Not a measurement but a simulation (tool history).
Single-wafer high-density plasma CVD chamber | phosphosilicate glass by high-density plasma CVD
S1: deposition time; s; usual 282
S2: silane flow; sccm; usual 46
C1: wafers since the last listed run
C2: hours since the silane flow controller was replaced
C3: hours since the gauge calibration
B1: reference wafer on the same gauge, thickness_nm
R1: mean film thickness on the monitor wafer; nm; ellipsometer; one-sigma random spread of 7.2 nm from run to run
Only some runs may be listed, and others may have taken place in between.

| run | hour | S1 | S2 | C1 | C2 | C3 | B1 | R1 |
|---|---|---|---|---|---|---|---|---|
| 1 | 0 | 319 | 42 | 0 | 1968.7 | 169.5 | 1073.341 | 1280.465 |
| 2 | 38.5 | 319 | 42 | 237 | 2007.2 | 208 | 1072.267 | 1301.169 |
| 3 | 108.9 | 282 | 39 | 433 | 2077.6 | 278.4 | 1076.184 | 1076.476 |
| 4 | 141.4 | 282 | 46 | 200 | 2110.1 | 310.9 | 1077.695 | 1267.066 |
| 5 | 189.7 | 282 | 44 | 297 | 2158.4 | 359.2 | 1080.987 | 1208.183 |
| 6 | 401.1 | 249 | 53 | 1301 | 2369.8 | 570.6 | 1088.647 | 1309.019 |
|  | 418 | gauge calibrated |
|  | 443 | silane flow controller replaced |
| 7 | 458.8 | 249 | 53 | 305 | 15.8 | 40.8 | 1059.662 | 1260.392 |
| 8 | 503.6 | 254 | 39 | 275 | 60.6 | 85.6 | 1065.344 | 941.963 |
| 9 | 545.7 | 282 | 46 | 259 | 102.7 | 127.7 | 1064.052 | 1236.279 |
| 10 | 585.2 | 309 | 55 | 243 | 142.2 | 167.2 | 1068.917 | 1632.337 |
| 11 | 615.9 | 261 | 42 | 189 | 172.9 | 197.9 | 1065.736 | 1055.784 |
| 12 | 683.8 | 314 | 43 | 418 | 240.8 | 265.8 | 1070.396 | 1304.193 |
| 13 | 751.9 | 237 | 41 | 419 | 308.9 | 333.9 | 1069.696 | 944.196 |
| 14 | 800.1 | 261 | 42 | 296 | 357.1 | 382.1 | 1074.911 | 1064.772 |
| 15 | 847.8 | 282 | 46 | 293 | 404.8 | 429.8 | 1076.134 | 1261.123 |
| 16 | 912.2 | 282 | 39 | 396 | 469.2 | 494.2 | 1080.423 | 1071.381 |
| 17 | 948 | 329 | 46 | 220 | 505 | 530 | 1081.34 | 1473.858 |
| 18 | 1014.5 | 333 | 46 | 409 | 571.5 | 596.5 | 1086.761 | 1494.868 |
| 19 | 1063.4 | 260 | 37 | 301 | 620.4 | 645.4 | 1085.778 | 943.211 |

Below are 5 alternative next runs, each starting from the tool's condition after run 19. Predict each:
| A | 1063.9 | 282 | 40 | 3 | 620.9 | 645.9 | ? | ? |
| B | 1063.9 | 230 | 42 | 3 | 620.9 | 645.9 | ? | ? |
| C | 1063.9 | 282 | 51 | 3 | 620.9 | 645.9 | ? | ? |
| D | 1063.9 | 238 | 42 | 3 | 620.9 | 645.9 | ? | ? |
| E | 1063.9 | 231 | 37 | 3 | 620.9 | 645.9 | ? | ? |

| run | B1 | R1 |
|---|---|---|
| A | 1082.592 | 1096.971 |
| B | 1082.592 | 939.427 |
| C | 1082.592 | 1398.638 |
| D | 1082.592 | 972.103 |
| E | 1082.592 | 831.189 |
Without the tool's hidden state the same runs would have given:
| run | R1 |
|---|---|
| A | 1071.753 |
| B | 917.831 |
| C | 1366.485 |
| D | 949.756 |
| E | 812.081 |
